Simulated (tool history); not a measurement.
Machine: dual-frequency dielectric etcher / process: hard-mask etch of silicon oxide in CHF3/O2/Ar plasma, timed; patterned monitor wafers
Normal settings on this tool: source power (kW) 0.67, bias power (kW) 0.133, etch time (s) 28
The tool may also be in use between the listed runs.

run,hour,source power (kW),bias power (kW),etch time (s),"read-back reference wafer on the same gauge, depth_nm",mean etch depth across the wafer (angstrom)
1,0,0.79,0.133,28,48.5,534
# hour 49.3: gauge calibrated
2,59.8,0.67,0.133,28,48.5,503
3,119,0.67,0.133,28,48.5,507
4,330.2,0.67,0.107,28,48.5,497
# hour 371.1: wet clean of the chamber
5,371.6,0.67,0.107,28,48.4,465
# hour 389.3: bias power generator calibrated
6,419.1,0.67,0.133,28,48.5,489
7,464.9,0.67,0.133,28,48.7,494
# hour 474.8: source power generator calibrated
8,647,0.67,0.133,34.5,48.5,618
9,674.9,0.67,0.133,34.5,48.6,622
10,738.5,0.67,0.143,33,48.5,614
# hour 803.9: gauge calibrated
# hour 810.7: wet clean of the chamber
11,811.2,0.67,0.133,23.5,48.6,409
12,845,0.67,0.133,24.5,48.5,430
# hour 892.2: upper electrode replaced
13,909.6,0.67,0.123,28,48.4,485
14,974.1,0.8,0.133,28,48.7,532
15,1023.1,0.58,0.151,22.5,48.7,392
16,1080,0.67,0.133,28,48.4,509
17,1143.3,0.82,0.108,36,48.7,686
18,1171.6,0.67,0.133,28,48.4,508
19,1205.1,0.74,0.124,34,48.5,640

Predict each of these 4 candidate next runs independently; none follows another, all start after run 19:
A,1205.5,0.67,0.133,28,?,?
B,1205.5,0.67,0.122,20.5,?,?
C,1205.5,0.6,0.133,24.5,?,?
D,1205.5,0.67,0.158,30,?,?

run,"read-back reference wafer on the same gauge, depth_nm",mean etch depth across the wafer (angstrom)
A,48.5,511
B,48.5,368
C,48.5,428
D,48.5,567
Without the tool's hidden state the same runs would have given:
run,mean etch depth across the wafer (angstrom)
A,492
B,354
C,412
D,547
